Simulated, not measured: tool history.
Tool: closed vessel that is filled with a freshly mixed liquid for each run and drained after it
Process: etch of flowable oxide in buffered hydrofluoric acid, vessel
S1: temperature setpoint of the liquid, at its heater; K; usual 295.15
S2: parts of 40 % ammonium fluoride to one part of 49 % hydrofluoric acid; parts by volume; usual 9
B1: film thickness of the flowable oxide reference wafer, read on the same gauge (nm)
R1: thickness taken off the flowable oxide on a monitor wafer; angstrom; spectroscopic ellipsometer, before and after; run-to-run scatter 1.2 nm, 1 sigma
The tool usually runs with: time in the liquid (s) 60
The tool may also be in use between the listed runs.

Run 1, hour 0: usual settings; B1 29.98. Result: R1 1323.8 angstrom.
Run 2, hour 27: usual settings; B1 29.98. Result: R1 1304.8 angstrom.
Run 3, hour 90.5: usual settings; B1 30.01. Result: R1 1301 angstrom.
Run 4, hour 161.7: usual settings; B1 29.99. Result: R1 1303.2 angstrom.
Run 5, hour 213.3: usual settings; B1 30.04. Result: R1 1283.8 angstrom.
At hour 236.6: thermometer replaced.
Run 6, hour 260.3: usual settings; B1 30.01. Result: R1 1407 angstrom.
Run 7, hour 286.4: usual settings; B1 30.02. Result: R1 1379.8 angstrom.
Run 8, hour 336.7: usual settings; B1 29.99. Result: R1 1392 angstrom.
Run 9, hour 400.4: usual settings; B1 29.97. Result: R1 1362.1 angstrom.
Run 10, hour 439.3: usual settings; B1 30. Result: R1 1361.1 angstrom.
Run 11, hour 482.9: usual settings; B1 30.01. Result: R1 1335.6 angstrom.
Run 12, hour 554.1: usual settings; B1 30.05. Result: R1 1328.9 angstrom.
Run 13, hour 604.3: usual settings; B1 29.98. Result: R1 1306.7 angstrom.
Run 14, hour 655.2: usual settings; B1 30.02. Result: R1 1336.1 angstrom.
At hour 677.8: hydrofluoric acid flow meter replaced.
Run 15, hour 689.9: usual settings but S2 12.5 parts by volume; B1 29.96. Result: R1 979.7 angstrom.
At hour 730.3: gauge calibrated.
Run 16, hour 741.8: usual settings but S1 292.15 K, S2 8 parts by volume, time in the liquid (s) 30; B1 30.01. Result: R1 626.2 angstrom.
At hour 800.1: thermometer replaced.
Run 17, hour 800.6: usual settings; B1 29.98. Result: R1 1403.9 angstrom.
Run 18, hour 862.2: usual settings; B1 30.01. Result: R1 1409.8 angstrom.
Run 19, hour 919.7: usual settings but S1 299.15 K; B1 29.99. Result: R1 1743.4 angstrom.
Run 20, hour 981.8: usual settings but S1 293.65 K, S2 12.5 parts by volume, time in the liquid (s) 40; B1 29.98. Result: R1 630.9 angstrom.
Run 21, hour 1029.6: usual settings but S1 293.15 K; B1 30.02. Result: R1 1215.1 angstrom.
Run 22, hour 1088: usual settings but S1 298.15 K, S2 6 parts by volume, time in the liquid (s) 40; B1 30.03. Result: R1 1615.9 angstrom.
Run 23, hour 1126.8: usual settings but S1 298.15 K, S2 6 parts by volume, time in the liquid (s) 40; B1 29.98. Result: R1 1583.9 angstrom.
Run 24, hour 1174.4: usual settings but time in the liquid (s) 50; B1 30.03. Result: R1 1109.9 angstrom.
Run 25, hour 1213.7: usual settings but S1 298.15 K, time in the liquid (s) 90; B1 29.96. Result: R1 2341 angstrom.
Run 26, hour 1267.2: usual settings; B1 29.98. Result: R1 1294.2 angstrom.
Run 27, hour 1303.6: usual settings; B1 30. Result: R1 1276.6 angstrom.
Run 28, hour 1338.1: usual settings but S2 7.5 parts by volume; B1 29.97. Result: R1 1577.8 angstrom.
At hour 1347: thermometer replaced.
Run 29, hour 1392.6: usual settings but time in the liquid (s) 95; B1 29.99. Result: R1 2203 angstrom.

Branching from run 29: 3 alternative next runs. What would each branch give?
Run A, hour 1393.3: usual settings but S1 292.15 K; B1 ?. Result: R1 ?.
Run B, hour 1393.3: usual settings but S1 298.65 K, time in the liquid (s) 45; B1 ?. Result: R1 ?.
Run C, hour 1393.3: usual settings but S1 297.15 K, S2 6 parts by volume, time in the liquid (s) 30; B1 ?. Result: R1 ?.

run     B1      R1
  A  30.01  1186.7
  B  30.01  1274.7
  C  30.01  1175.1
Without the tool's hidden state the same runs would have given:
run      R1
  A  1209.7
  B  1298.4
  C  1197.1

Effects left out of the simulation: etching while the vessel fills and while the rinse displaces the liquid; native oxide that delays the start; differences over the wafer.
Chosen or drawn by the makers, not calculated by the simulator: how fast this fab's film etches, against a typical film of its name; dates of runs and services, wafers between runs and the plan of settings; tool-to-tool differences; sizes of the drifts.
